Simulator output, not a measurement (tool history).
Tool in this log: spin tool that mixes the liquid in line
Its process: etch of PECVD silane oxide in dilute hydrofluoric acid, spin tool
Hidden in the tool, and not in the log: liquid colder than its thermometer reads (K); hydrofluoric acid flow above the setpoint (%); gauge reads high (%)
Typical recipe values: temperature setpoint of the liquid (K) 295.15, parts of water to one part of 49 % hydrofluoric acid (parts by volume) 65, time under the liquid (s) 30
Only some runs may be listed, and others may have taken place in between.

run   hour  temperature setpoint of the liquid (K)  parts of water to one part of 49 % hydrofluoric acid (parts by volume)  time under the liquid (s)  wafers since the last listed run  hours since the thermometer was replaced  hours since the hydrofluoric acid flow meter was replaced  hours since the gauge calibration  read-back film thickness of the PECVD silane oxide reference wafer, read on the same gauge (nm)  thickness taken off the PECVD silane oxide on a monitor wafer (angstrom)
  1    0.0                                  295.15                                                                      65                         30                                 0                                    1076.8                                                     1183.6                               43.7                                                                                           120.02                                                                     147.6
  2    9.3                                  295.15                                                                      65                         30                               144                                    1086.1                                                     1192.9                               53.0                                                                                           119.99                                                                     147.8
  3   19.5                                  295.15                                                                      65                         30                               158                                    1096.3                                                     1203.1                               63.2                                                                                           120.03                                                                     147.5
  4   35.2                                  295.15                                                                      65                         30                               243                                    1112.0                                                     1218.8                               78.9                                                                                           119.99                                                                     147.8
  5   48.6                                  296.15                                                                      65                         30                               207                                    1125.4                                                     1232.2                               92.3                                                                                           119.99                                                                     154.5
  6   61.9                                  296.15                                                                      65                         30                               206                                    1138.7                                                     1245.5                              105.6                                                                                           120.01                                                                     155.4
  7   73.2                                  295.15                                                                      65                         30                               175                                    1150.0                                                     1256.8                              116.9                                                                                           119.98                                                                     148.8
  8   83.8                                  295.15                                                                      65                         30                               164                                    1160.6                                                     1267.4                              127.5                                                                                           120.03                                                                     149.3
  9   97.6                                  295.15                                                                      45                         30                               213                                    1174.4                                                     1281.2                              141.3                                                                                           120.02                                                                     220.9
 10  106.0                                  291.15                                                                      90                         30                               130                                    1182.8                                                     1289.6                              149.7                                                                                           120.00                                                                      89.0
 11  116.1                                  295.15                                                                      65                         30                               156                                    1192.9                                                     1299.7                              159.8                                                                                           120.04                                                                     148.7
 12  128.4                                  293.65                                                                      65                         30                               190                                    1205.2                                                     1312.0                              172.1                                                                                           119.99                                                                     140.9
     130.6  -- hydrofluoric acid flow meter replaced
 13  139.4                                  291.15                                                                      65                         15                               154                                    1216.2                                                        8.8                              183.1                                                                                           119.95                                                                      55.6
     147.7  -- thermometer replaced
 14  156.0                                  295.15                                                                      65                         20                               241                                       8.3                                                       25.4                              199.7                                                                                           119.98                                                                      88.3
 15  162.2                                  295.15                                                                      35                         15                                96                                      14.5                                                       31.6                              205.9                                                                                           120.02                                                                     128.2
     167.4  -- gauge calibrated
 16  183.0                                  292.15                                                                      80                         50                               322                                      35.3                                                       52.4                               15.6                                                                                           120.02                                                                     157.3
 17  190.1                                  295.15                                                                      55                         30                               109                                      42.4                                                       59.5                               22.7                                                                                           119.97                                                                     160.0
 18  203.0                                  295.15                                                                      85                         30                               199                                      55.3                                                       72.4                               35.6                                                                                           120.02                                                                      99.6
 19  211.6                                  295.15                                                                      85                         30                               133                                      63.9                                                       81.0                               44.2                                                                                           120.02                                                                     100.2

5 options for the next run, each taken on its own from the tool as it stands now. Forecast them:
  A  212.0                                  295.15                                                                      65                         30                                 6                                      64.3                                                       81.4                               44.6                                                                                                ?                                                                         ?
  B  212.0                                  293.65                                                                      75                         30                                 6                                      64.3                                                       81.4                               44.6                                                                                                ?                                                                         ?
  C  212.0                                  290.65                                                                      65                         30                                 6                                      64.3                                                       81.4                               44.6                                                                                                ?                                                                         ?
  D  212.0                                  295.15                                                                      90                         15                                 6                                      64.3                                                       81.4                               44.6                                                                                                ?                                                                         ?
  E  212.0                                  293.15                                                                      65                         30                                 6                                      64.3                                                       81.4                               44.6                                                                                                ?                                                                         ?

run  read-back film thickness of the PECVD silane oxide reference wafer, read on the same gauge (nm)  thickness taken off the PECVD silane oxide on a monitor wafer (angstrom)
  A                                                                                           119.99                                                                     133.9
  B                                                                                           119.99                                                                     107.7
  C                                                                                           119.99                                                                     110.7
  D                                                                                           119.99                                                                      46.9
  E                                                                                           119.99                                                                     123.1
What these runs would have given with no unlogged condition in the tool:
run  thickness taken off the PECVD silane oxide on a monitor wafer (angstrom)
  A                                                                     132.6
  B                                                                     106.7
  C                                                                     109.7
  D                                                                      46.5
  E                                                                     122.0
